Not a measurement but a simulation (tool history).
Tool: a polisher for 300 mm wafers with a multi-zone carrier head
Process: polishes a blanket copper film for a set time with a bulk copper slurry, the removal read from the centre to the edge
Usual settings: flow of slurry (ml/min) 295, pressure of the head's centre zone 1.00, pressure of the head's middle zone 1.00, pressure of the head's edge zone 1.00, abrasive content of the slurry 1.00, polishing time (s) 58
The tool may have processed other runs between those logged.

| run | hour | flow of slurry (ml/min) | pressure of the head's centre zone | pressure of the head's middle zone | pressure of the head's edge zone | abrasive content of the slurry | polishing time (s) | incoming thickness of the incoming film, nm | film removed at the wafer's centre (angstrom) | film removed at mid-radius (angstrom) | film removed at the wafer's edge (angstrom) |
|---|---|---|---|---|---|---|---|---|---|---|---|
| 1 | 0.0 | 295 | 1.04 | 1.00 | 1.00 | 0.90 | 58 | 4572.5 | 5158 | 4822 | 4926 |
| 2 | 14.8 | 295 | 1.00 | 0.93 | 1.10 | 1.15 | 47 | 4578.6 | 4351 | 3966 | 4527 |
| 3 | 36.1 | 295 | 1.00 | 1.00 | 0.97 | 1.00 | 58 | 4571.2 | 5144 | 4987 | 5047 |
| 4 | 60.4 | 235 | 1.00 | 0.91 | 1.00 | 0.80 | 39 | 4593.5 | 3082 | 2780 | 3101 |
| 5 | 83.1 | 295 | 1.00 | 1.00 | 1.00 | 1.00 | 58 | 4514.7 | 5084 | 4993 | 5025 |
| 6 | 118.5 | 240 | 1.00 | 0.90 | 1.00 | 1.00 | 58 | 4578.7 | 4891 | 4408 | 4966 |
|  | 133.0 | slurry nozzle cleaned |
| 7 | 140.6 | 335 | 1.00 | 1.00 | 0.95 | 1.00 | 58 | 4588.6 | 5493 | 5404 | 5197 |
| 8 | 156.6 | 295 | 1.06 | 0.96 | 1.00 | 0.75 | 58 | 4622.0 | 5267 | 4660 | 4801 |
| 9 | 180.0 | 220 | 1.00 | 1.11 | 0.97 | 1.00 | 71 | 4548.6 | 6449 | 6754 | 6244 |
| 10 | 204.8 | 295 | 1.00 | 1.11 | 1.00 | 0.75 | 58 | 4583.7 | 4780 | 5209 | 4813 |
| 11 | 219.7 | 295 | 1.00 | 1.00 | 1.00 | 1.00 | 69 | 4545.1 | 6321 | 6142 | 6190 |
|  | 244.2 | worn pad replaced by a new one |
| 12 | 249.5 | 295 | 1.00 | 1.00 | 1.00 | 1.00 | 46 | 4493.8 | 4184 | 4097 | 4128 |
|  | 255.5 | centre zone pressure recalibrated |
| 13 | 279.6 | 255 | 1.09 | 1.00 | 1.00 | 1.00 | 77 | 4493.9 | 7514 | 6681 | 6815 |
| 14 | 358.7 | 295 | 1.00 | 1.00 | 1.00 | 1.00 | 58 | 4653.5 | 5357 | 5146 | 5158 |
| 15 | 398.3 | 295 | 1.00 | 1.08 | 1.03 | 0.90 | 69 | 4567.2 | 6002 | 6265 | 5983 |
| 16 | 418.4 | 295 | 1.00 | 1.00 | 1.00 | 1.00 | 58 | 4584.7 | 5273 | 5117 | 5080 |
| 17 | 441.0 | 225 | 1.00 | 1.00 | 0.92 | 0.80 | 58 | 4616.0 | 4643 | 4589 | 4460 |
| 18 | 454.9 | 295 | 1.00 | 1.00 | 0.96 | 1.00 | 58 | 4509.2 | 5264 | 5067 | 5063 |
| 19 | 468.2 | 335 | 1.12 | 1.00 | 1.04 | 1.00 | 75 | 4480.8 | 7730 | 6669 | 6831 |
| 20 | 485.8 | 295 | 1.00 | 1.00 | 1.00 | 1.00 | 58 | 4509.4 | 5161 | 5086 | 5066 |
|  | 501.9 | worn pad replaced by a new one |
| 21 | 506.0 | 230 | 1.00 | 1.00 | 1.05 | 1.00 | 58 | 4595.0 | 5000 | 4879 | 5078 |
| 22 | 527.0 | 295 | 1.00 | 1.00 | 1.00 | 1.00 | 58 | 4562.7 | 5231 | 5065 | 5095 |
| 23 | 545.8 | 295 | 1.00 | 1.00 | 1.00 | 1.00 | 58 | 4552.7 | 5118 | 5101 | 5069 |

Consider 3 possible next runs. They are alternatives, not a sequence: every one starts from the tool as it was left by run 23. What does each give?
| A | 546.2 | 225 | 1.00 | 1.00 | 1.00 | 1.00 | 58 | 4543.7 | ? | ? | ? |
| B | 546.2 | 325 | 1.00 | 0.97 | 1.00 | 1.15 | 51 | 4543.7 | ? | ? | ? |
| C | 546.2 | 295 | 0.92 | 1.00 | 1.00 | 1.00 | 58 | 4543.7 | ? | ? | ? |

| run | film removed at the wafer's centre (angstrom) | film removed at mid-radius (angstrom) | film removed at the wafer's edge (angstrom) |
|---|---|---|---|
| A | 4940 | 4894 | 4974 |
| B | 4791 | 4610 | 4736 |
| C | 4739 | 5086 | 5115 |
The same runs, with their run-to-run variation unchanged, on a tool lacking any hidden condition would have given:
| run | film removed at the wafer's centre (angstrom) | film removed at mid-radius (angstrom) | film removed at the wafer's edge (angstrom) |
|---|---|---|---|
| A | 5285 | 5200 | 5202 |
| B | 5033 | 4820 | 4899 |
| C | 5000 | 5338 | 5305 |

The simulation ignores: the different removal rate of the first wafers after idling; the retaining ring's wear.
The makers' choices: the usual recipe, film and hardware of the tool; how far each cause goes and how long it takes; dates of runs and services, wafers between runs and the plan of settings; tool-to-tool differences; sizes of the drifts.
